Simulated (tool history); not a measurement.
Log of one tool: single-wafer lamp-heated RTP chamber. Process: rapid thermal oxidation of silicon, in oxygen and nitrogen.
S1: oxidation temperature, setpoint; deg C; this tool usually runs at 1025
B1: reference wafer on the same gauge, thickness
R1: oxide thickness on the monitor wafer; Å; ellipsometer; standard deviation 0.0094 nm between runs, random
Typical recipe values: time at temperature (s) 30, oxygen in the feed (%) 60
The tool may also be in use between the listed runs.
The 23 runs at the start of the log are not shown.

{"run": 24, "hour": 996.0, "S1": 1011, "time at temperature (s)": 30, "oxygen in the feed (%)": 45, "B1": 3.689, "R1": 39.07}
{"hour": 1044.4, "done": "oxygen flow controller replaced"}
{"hour": 1083.0, "done": "pyrometer window cleaned and pyrometer calibrated"}
{"run": 25, "hour": 1148.2, "S1": 1048, "time at temperature (s)": 20, "oxygen in the feed (%)": 34, "B1": 3.692, "R1": 38.09}
{"run": 26, "hour": 1208.2, "S1": 995, "time at temperature (s)": 44, "oxygen in the feed (%)": 38, "B1": 3.692, "R1": 38.41}
{"run": 27, "hour": 1259.1, "S1": 1016, "time at temperature (s)": 30, "oxygen in the feed (%)": 60, "B1": 3.69, "R1": 43.65}
{"run": 28, "hour": 1311.8, "S1": 1025, "time at temperature (s)": 30, "oxygen in the feed (%)": 60, "B1": 3.69, "R1": 46.36}
{"run": 29, "hour": 1348.6, "S1": 1035, "time at temperature (s)": 44, "oxygen in the feed (%)": 49, "B1": 3.689, "R1": 54.4}
{"run": 30, "hour": 1412.9, "S1": 998, "time at temperature (s)": 17, "oxygen in the feed (%)": 82, "B1": 3.69, "R1": 34.59}
{"run": 31, "hour": 1452.8, "S1": 1008, "time at temperature (s)": 22, "oxygen in the feed (%)": 73, "B1": 3.688, "R1": 39.3}
{"run": 32, "hour": 1483.8, "S1": 1025, "time at temperature (s)": 30, "oxygen in the feed (%)": 60, "B1": 3.692, "R1": 46.63}
{"run": 33, "hour": 1524.0, "S1": 1037, "time at temperature (s)": 16, "oxygen in the feed (%)": 35, "B1": 3.692, "R1": 33.66}
{"run": 34, "hour": 1570.4, "S1": 1038, "time at temperature (s)": 26, "oxygen in the feed (%)": 39, "B1": 3.688, "R1": 41.86}
{"run": 35, "hour": 1611.1, "S1": 1025, "time at temperature (s)": 30, "oxygen in the feed (%)": 60, "B1": 3.691, "R1": 46.88}
{"run": 36, "hour": 1665.2, "S1": 1025, "time at temperature (s)": 42, "oxygen in the feed (%)": 32, "B1": 3.687, "R1": 43.84}
{"hour": 1702.0, "done": "pyrometer window cleaned and pyrometer calibrated"}
{"run": 37, "hour": 1702.8, "S1": 1025, "time at temperature (s)": 21, "oxygen in the feed (%)": 44, "B1": 3.69, "R1": 36.52}

Forecast each of these 5 alternatives for the next run:
{"run": "A", "hour": 1703.3, "S1": 1049, "time at temperature (s)": 30, "oxygen in the feed (%)": 60, "B1": "?", "R1": "?"}
{"run": "B", "hour": 1703.3, "S1": 1004, "time at temperature (s)": 30, "oxygen in the feed (%)": 82, "B1": "?", "R1": "?"}
{"run": "C", "hour": 1703.3, "S1": 1003, "time at temperature (s)": 30, "oxygen in the feed (%)": 60, "B1": "?", "R1": "?"}
{"run": "D", "hour": 1703.3, "S1": 1053, "time at temperature (s)": 30, "oxygen in the feed (%)": 60, "B1": "?", "R1": "?"}
{"run": "E", "hour": 1703.3, "S1": 1025, "time at temperature (s)": 24, "oxygen in the feed (%)": 60, "B1": "?", "R1": "?"}

run=A B1=3.691 R1=53.95
run=B B1=3.691 R1=44.16
run=C B1=3.691 R1=39.76
run=D B1=3.691 R1=55.4
run=E B1=3.691 R1=42.04
With no hidden state in the tool, these same runs would have given:
run=A R1=53.87
run=B R1=44.1
run=C R1=39.71
run=D R1=55.33
run=E R1=41.99

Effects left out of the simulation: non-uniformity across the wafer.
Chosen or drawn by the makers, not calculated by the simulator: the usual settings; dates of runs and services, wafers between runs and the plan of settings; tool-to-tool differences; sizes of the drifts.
